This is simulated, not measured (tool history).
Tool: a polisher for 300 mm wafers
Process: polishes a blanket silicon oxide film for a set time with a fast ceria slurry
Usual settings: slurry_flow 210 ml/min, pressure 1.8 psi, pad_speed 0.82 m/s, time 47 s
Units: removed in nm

| run | hour | slurry_flow | pressure | pad_speed | time | wafers since the last listed run | wafers polished on this pad | hours since the slurry nozzle was cleaned | hours since the head pressure was calibrated | incoming thickness of the incoming film, nm | removed |
|---|---|---|---|---|---|---|---|---|---|---|---|
| 1 | 0.0 | 235 | 1.8 | 0.82 | 47 | 0 | 887 | 453.4 | 166.1 | 2534.4 | 392.4 |
| 2 | 64.0 | 210 | 1.8 | 1.04 | 47 | 423 | 1310 | 517.4 | 230.1 | 2543.5 | 481.5 |
| 3 | 170.0 | 210 | 1.8 | 1.04 | 47 | 701 | 2012 | 623.4 | 336.1 | 2495.1 | 478.2 |
| 4 | 213.6 | 210 | 1.8 | 0.82 | 47 | 288 | 2300 | 667.0 | 379.7 | 2531.7 | 397.4 |
|  | 253.5 | slurry nozzle cleaned |
| 5 | 297.8 | 210 | 1.8 | 0.82 | 47 | 550 | 2851 | 44.3 | 463.9 | 2516.7 | 409.4 |
| 6 | 353.3 | 210 | 1.8 | 0.82 | 47 | 367 | 3218 | 99.8 | 519.4 | 2524.6 | 412.6 |
| 7 | 398.5 | 210 | 1.8 | 0.82 | 38 | 299 | 3517 | 145.0 | 564.6 | 2520.4 | 330.8 |
|  | 422.4 | worn pad replaced by a new one |
| 8 | 458.0 | 210 | 1.8 | 0.82 | 38 | 367 | 235 | 204.5 | 624.1 | 2522.6 | 333.4 |
| 9 | 521.9 | 210 | 1.8 | 0.82 | 38 | 422 | 658 | 268.4 | 688.0 | 2574.1 | 333.3 |
| 10 | 559.2 | 210 | 1.8 | 0.82 | 47 | 246 | 905 | 305.7 | 725.3 | 2504.1 | 415.1 |
|  | 591.3 | head pressure recalibrated |
| 11 | 662.4 | 210 | 1.8 | 0.82 | 47 | 669 | 1574 | 408.9 | 71.1 | 2540.3 | 373.5 |
| 12 | 699.8 | 210 | 1.8 | 0.82 | 47 | 247 | 1822 | 446.3 | 108.5 | 2547.4 | 381.4 |
| 13 | 775.5 | 210 | 1.8 | 0.82 | 47 | 500 | 2323 | 522.0 | 184.2 | 2548.7 | 378.3 |
| 14 | 865.0 | 210 | 1.8 | 0.82 | 47 | 592 | 2915 | 611.5 | 273.7 | 2572.1 | 387.4 |
| 15 | 908.5 | 210 | 1.8 | 0.82 | 47 | 287 | 3203 | 655.0 | 317.2 | 2511.9 | 387.3 |
|  | 915.6 | slurry nozzle cleaned |
| 16 | 973.8 | 210 | 1.8 | 0.90 | 61 | 425 | 3628 | 58.2 | 382.5 | 2546.4 | 558.3 |
| 17 | 1027.7 | 260 | 2.1 | 0.94 | 51 | 356 | 3985 | 112.1 | 436.4 | 2569.0 | 569.0 |
|  | 1037.7 | worn pad replaced by a new one |
| 18 | 1107.5 | 210 | 1.8 | 0.82 | 47 | 501 | 461 | 191.9 | 516.2 | 2546.6 | 401.0 |
| 19 | 1201.4 | 170 | 2.3 | 0.64 | 47 | 621 | 1083 | 285.8 | 610.1 | 2525.3 | 395.6 |
| 20 | 1278.8 | 150 | 2.2 | 0.72 | 38 | 512 | 1595 | 363.2 | 687.5 | 2552.8 | 331.4 |
| 21 | 1341.5 | 260 | 2.1 | 0.94 | 51 | 414 | 2010 | 425.9 | 750.2 | 2530.9 | 555.6 |
| 22 | 1417.5 | 210 | 1.8 | 0.82 | 38 | 502 | 2513 | 501.9 | 826.2 | 2510.9 | 321.1 |
|  | 1425.1 | head pressure recalibrated |
| 23 | 1472.6 | 210 | 2.2 | 0.82 | 47 | 351 | 2864 | 557.0 | 47.5 | 2548.4 | 436.2 |
|  | 1515.5 | slurry nozzle cleaned |
| 24 | 1521.6 | 210 | 1.8 | 0.72 | 55 | 317 | 3182 | 6.1 | 96.5 | 2553.6 | 411.5 |
|  | 1666.8 | worn pad replaced by a new one |
| 25 | 1671.6 | 210 | 1.8 | 0.82 | 40 | 966 | 32 | 156.1 | 246.5 | 2489.7 | 331.9 |
| 26 | 1735.7 | 210 | 1.4 | 1.04 | 62 | 424 | 456 | 220.2 | 310.6 | 2568.7 | 523.2 |
| 27 | 1803.7 | 210 | 1.3 | 0.82 | 47 | 449 | 906 | 288.2 | 378.6 | 2506.8 | 310.2 |
| 28 | 1851.3 | 210 | 1.8 | 0.58 | 47 | 314 | 1221 | 335.8 | 426.2 | 2555.8 | 297.5 |
| 29 | 1889.9 | 210 | 1.8 | 0.64 | 58 | 255 | 1476 | 374.4 | 464.8 | 2555.7 | 396.3 |
| 30 | 1958.3 | 210 | 1.8 | 0.82 | 47 | 452 | 1929 | 442.8 | 533.2 | 2573.8 | 398.6 |
| 31 | 2028.6 | 210 | 2.1 | 0.74 | 47 | 465 | 2394 | 513.1 | 603.5 | 2589.6 | 408.4 |
| 32 | 2085.6 | 250 | 2.0 | 0.58 | 57 | 377 | 2771 | 570.1 | 660.5 | 2494.8 | 396.2 |
|  | 2114.0 | slurry nozzle cleaned |
| 33 | 2162.3 | 210 | 1.8 | 0.82 | 41 | 500 | 3272 | 48.3 | 737.2 | 2533.4 | 357.7 |
| 34 | 2264.8 | 210 | 1.8 | 0.82 | 47 | 678 | 3950 | 150.8 | 839.7 | 2522.3 | 406.8 |
|  | 2290.5 | head pressure recalibrated |
| 35 | 2318.9 | 270 | 1.6 | 0.74 | 47 | 344 | 4295 | 204.9 | 28.4 | 2563.4 | 318.4 |
| 36 | 2375.0 | 210 | 1.8 | 0.82 | 47 | 371 | 4666 | 261.0 | 84.5 | 2517.6 | 382.3 |
|  | 2394.4 | worn pad replaced by a new one |
| 37 | 2452.9 | 210 | 1.8 | 0.82 | 47 | 489 | 387 | 338.9 | 162.4 | 2572.7 | 382.4 |

Some steps in removed between neighbouring runs. How much of each would the tool show without its hidden state too (settings, what came in, random variation), and how much is left for the hidden state, with any gauge scatter that isn't in both results?
The hidden state here: removal rate lost through wear of the pad, %; slurry flow missing at the pad, %; deviation of the head's pressure from its setpoint, %.
Run 10 -> 11: head pressure recalibrated. removed -41.6 nm: hidden state -32.2, all else -9.4.
Run 15 -> 16: pad_speed 0.82 -> 0.90, time 47 -> 61, slurry nozzle cleaned. removed +171.0 nm: hidden state +22.6, all else +148.4.
Run 20 -> 21: slurry_flow 150 -> 260, pressure 2.2 -> 2.1, pad_speed 0.72 -> 0.94, time 38 -> 51. removed +224.2 nm: hidden state +11.5, all else +212.7.
Run 21 -> 22: slurry_flow 260 -> 210, pressure 2.1 -> 1.8, pad_speed 0.94 -> 0.82, time 51 -> 38. removed -234.5 nm: hidden state -12.7, all else -221.8.
Run 26 -> 27: pressure 1.4 -> 1.3, pad_speed 1.04 -> 0.82, time 62 -> 47. removed -213.0 nm: hidden state -7.9, all else -205.1.
Run 34 -> 35: slurry_flow 210 -> 270, pressure 1.8 -> 1.6, pad_speed 0.82 -> 0.74, head pressure recalibrated. removed -88.4 nm: hidden state -30.1, all else -58.3.

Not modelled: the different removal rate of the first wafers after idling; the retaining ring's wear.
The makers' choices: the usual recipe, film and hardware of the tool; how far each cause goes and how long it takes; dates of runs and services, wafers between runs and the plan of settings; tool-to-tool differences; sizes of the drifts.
